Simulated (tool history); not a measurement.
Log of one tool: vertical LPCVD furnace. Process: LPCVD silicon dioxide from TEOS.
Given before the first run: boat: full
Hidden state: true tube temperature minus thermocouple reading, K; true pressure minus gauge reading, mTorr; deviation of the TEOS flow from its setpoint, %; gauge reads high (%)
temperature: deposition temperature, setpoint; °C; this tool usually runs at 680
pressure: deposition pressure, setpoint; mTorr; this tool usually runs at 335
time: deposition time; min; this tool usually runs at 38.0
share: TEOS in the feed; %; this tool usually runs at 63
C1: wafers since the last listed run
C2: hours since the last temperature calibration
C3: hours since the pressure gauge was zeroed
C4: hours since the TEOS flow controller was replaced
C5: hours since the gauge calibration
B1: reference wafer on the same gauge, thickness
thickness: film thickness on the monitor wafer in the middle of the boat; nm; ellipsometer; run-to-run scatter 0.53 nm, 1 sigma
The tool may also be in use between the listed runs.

{"run": 1, "hour": 0.0, "temperature": 675, "pressure": 380, "time": 38.0, "share": 63, "C1": 0, "C2": 3941.3, "C3": 3581.5, "C4": 3225.1, "C5": 763.8, "B1": 148.07, "thickness": 163.17}
{"run": 2, "hour": 40.9, "temperature": 675, "pressure": 380, "time": 38.0, "share": 63, "C1": 580, "C2": 3982.2, "C3": 3622.4, "C4": 3266.0, "C5": 804.7, "B1": 147.94, "thickness": 162.98}
{"hour": 43.5, "done": "gauge calibrated"}
{"run": 3, "hour": 110.3, "temperature": 675, "pressure": 380, "time": 38.0, "share": 63, "C1": 984, "C2": 4051.6, "C3": 3691.8, "C4": 3335.4, "C5": 66.8, "B1": 148.14, "thickness": 162.74}
{"run": 4, "hour": 172.6, "temperature": 680, "pressure": 370, "time": 38.0, "share": 63, "C1": 883, "C2": 4113.9, "C3": 3754.1, "C4": 3397.7, "C5": 129.1, "B1": 148.04, "thickness": 181.86}
{"run": 5, "hour": 219.0, "temperature": 680, "pressure": 370, "time": 38.0, "share": 63, "C1": 658, "C2": 4160.3, "C3": 3800.5, "C4": 3444.1, "C5": 175.5, "B1": 147.95, "thickness": 180.08}
{"run": 6, "hour": 288.5, "temperature": 680, "pressure": 370, "time": 38.0, "share": 63, "C1": 985, "C2": 4229.8, "C3": 3870.0, "C4": 3513.6, "C5": 245.0, "B1": 148.02, "thickness": 180.96}
{"run": 7, "hour": 347.1, "temperature": 680, "pressure": 335, "time": 38.0, "share": 63, "C1": 831, "C2": 4288.4, "C3": 3928.6, "C4": 3572.2, "C5": 303.6, "B1": 147.93, "thickness": 172.18}
{"run": 8, "hour": 393.7, "temperature": 680, "pressure": 290, "time": 38.0, "share": 63, "C1": 660, "C2": 4335.0, "C3": 3975.2, "C4": 3618.8, "C5": 350.2, "B1": 148.0, "thickness": 159.45}
{"hour": 458.6, "done": "pressure gauge zeroed"}
{"run": 9, "hour": 459.1, "temperature": 680, "pressure": 290, "time": 38.0, "share": 63, "C1": 587, "C2": 4400.4, "C3": 0.5, "C4": 3684.2, "C5": 415.6, "B1": 148.05, "thickness": 163.92}
{"run": 10, "hour": 500.6, "temperature": 680, "pressure": 335, "time": 38.0, "share": 72, "C1": 588, "C2": 4441.9, "C3": 42.0, "C4": 3725.7, "C5": 457.1, "B1": 148.0, "thickness": 188.95}
{"run": 11, "hour": 548.5, "temperature": 680, "pressure": 335, "time": 38.0, "share": 72, "C1": 679, "C2": 4489.8, "C3": 89.9, "C4": 3773.6, "C5": 505.0, "B1": 147.93, "thickness": 188.28}
{"hour": 604.2, "done": "TEOS flow controller replaced"}
{"hour": 625.5, "done": "thermocouples replaced and temperature profile calibrated"}
{"run": 12, "hour": 626.0, "temperature": 680, "pressure": 335, "time": 46.5, "share": 63, "C1": 456, "C2": 0.5, "C3": 167.4, "C4": 21.8, "C5": 582.5, "B1": 147.94, "thickness": 214.67}
{"run": 13, "hour": 658.7, "temperature": 680, "pressure": 335, "time": 46.5, "share": 63, "C1": 463, "C2": 33.2, "C3": 200.1, "C4": 54.5, "C5": 615.2, "B1": 148.09, "thickness": 213.62}
{"run": 14, "hour": 691.9, "temperature": 680, "pressure": 275, "time": 38.0, "share": 63, "C1": 470, "C2": 66.4, "C3": 233.3, "C4": 87.7, "C5": 648.4, "B1": 148.06, "thickness": 158.82}
{"run": 15, "hour": 735.7, "temperature": 680, "pressure": 335, "time": 38.0, "share": 63, "C1": 621, "C2": 110.2, "C3": 277.1, "C4": 131.5, "C5": 692.2, "B1": 147.94, "thickness": 175.64}

What will run 16 give?
{"run": 16, "hour": 774.6, "temperature": 680, "pressure": 335, "time": 34.0, "share": 63, "C1": 551, "C2": 149.1, "C3": 316.0, "C4": 170.4, "C5": 731.1, "B1": "?", "thickness": "?"}

B1: 148.07
thickness: 156.67 nm
With no hidden state in the tool, this same run would have given thickness 157.08 nm.

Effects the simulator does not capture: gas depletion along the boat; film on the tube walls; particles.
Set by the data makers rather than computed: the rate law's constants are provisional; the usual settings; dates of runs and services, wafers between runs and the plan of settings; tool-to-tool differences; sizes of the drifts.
